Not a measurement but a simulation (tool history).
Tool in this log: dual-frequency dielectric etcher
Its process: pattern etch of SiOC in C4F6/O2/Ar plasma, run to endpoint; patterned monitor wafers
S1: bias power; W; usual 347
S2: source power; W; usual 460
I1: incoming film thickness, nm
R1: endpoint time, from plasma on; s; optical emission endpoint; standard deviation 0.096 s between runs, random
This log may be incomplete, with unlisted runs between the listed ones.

run 1 hour=0 | S1=347 S2=550 | I1=43.15 | R1=14.9
run 2 hour=18.7 | S1=347 S2=550 | I1=43.01 | R1=14.7
run 3 hour=32.2 | S1=347 S2=550 | I1=43.07 | R1=14.7
run 4 hour=48.8 | S1=347 S2=500 | I1=43.2 | R1=15.1
run 5 hour=66.1 | S1=347 S2=500 | I1=42.99 | R1=15.2
run 6 hour=156.2 | S1=347 S2=500 | I1=42.98 | R1=15.2
run 7 hour=191.4 | S1=284 S2=460 | I1=42.88 | R1=17
run 8 hour=212.6 | S1=284 S2=460 | I1=42.75 | R1=16.8
run 9 hour=242.9 | S1=284 S2=460 | I1=43 | R1=17
run 10 hour=271.3 | S1=347 S2=490 | I1=43.46 | R1=15.5
run 11 hour=300.1 | S1=316 S2=520 | I1=42.98 | R1=15.5
run 12 hour=322.4 | S1=316 S2=520 | I1=42.9 | R1=15.6
run 13 hour=335.3 | S1=293 S2=500 | I1=42.78 | R1=16.2
run 14 hour=354.7 | S1=347 S2=460 | I1=43.23 | R1=15.9
run 15 hour=383 | S1=347 S2=460 | I1=43.03 | R1=15.6
run 16 hour=408.4 | S1=310 S2=540 | I1=43.73 | R1=15.7
run 17 hour=437.2 | S1=284 S2=400 | I1=42.9 | R1=17.7
run 18 hour=462.4 | S1=319 S2=460 | I1=42.95 | R1=16.3
run 19 hour=485.4 | S1=400 S2=500 | I1=42.73 | R1=14.2
run 20 hour=518.8 | S1=388 S2=510 | I1=42.73 | R1=14.3
run 21 hour=534.7 | S1=347 S2=460 | I1=42.79 | R1=15.4
run 22 hour=551 | S1=347 S2=460 | I1=42.51 | R1=15.6
run 23 hour=584.1 | S1=410 S2=520 | I1=43.2 | R1=14.2
run 24 hour=601.8 | S1=347 S2=520 | I1=43.15 | R1=15.1
run 25 hour=636.4 | S1=347 S2=460 | I1=42.84 | R1=15.7
run 26 hour=664.2 | S1=347 S2=460 | I1=42.79 | R1=15.4
run 27 hour=687.2 | S1=401 S2=400 | I1=43.36 | R1=15.6
run 28 hour=705.7 | S1=347 S2=390 | I1=43.05 | R1=16.5
run 29 hour=735.7 | S1=347 S2=550 | I1=42.73 | R1=14.8
run 30 hour=748.1 | S1=370 S2=500 | I1=43.11 | R1=14.8
run 31 hour=794 | S1=414 S2=530 | I1=42.8 | R1=13.7
run 32 hour=794.3 | S1=347 S2=460 | I1=42.38 | R1=15.2
run 33 hour=804.2 | S1=347 S2=570 | I1=42.94 | R1=14.4
run 34 hour=832.5 | S1=324 S2=510 | I1=42.41 | R1=15.4
run 35 hour=857.3 | S1=397 S2=550 | I1=42.8 | R1=13.8

The log once held 5 entries between its listed runs, left out of this copy. Where does each go, and what is different about the tool's unlogged condition between the listed run before it and the listed run after it?
Between runs 10 and 11: wet clean of the chamber (hour 299.6)
  both runs share identical hidden conditions
Between runs 11 and 12: source power generator calibrated (hour 307.6)
  both runs share identical hidden conditions
Between runs 16 and 17: bias power generator calibrated (hour 421.6)
  both runs share identical hidden conditions
Between runs 19 and 20: upper electrode replaced (hour 518.3)
  both runs share identical hidden conditions
Between runs 30 and 31: wet clean of the chamber (hour 793.5)
  both runs share identical hidden conditions
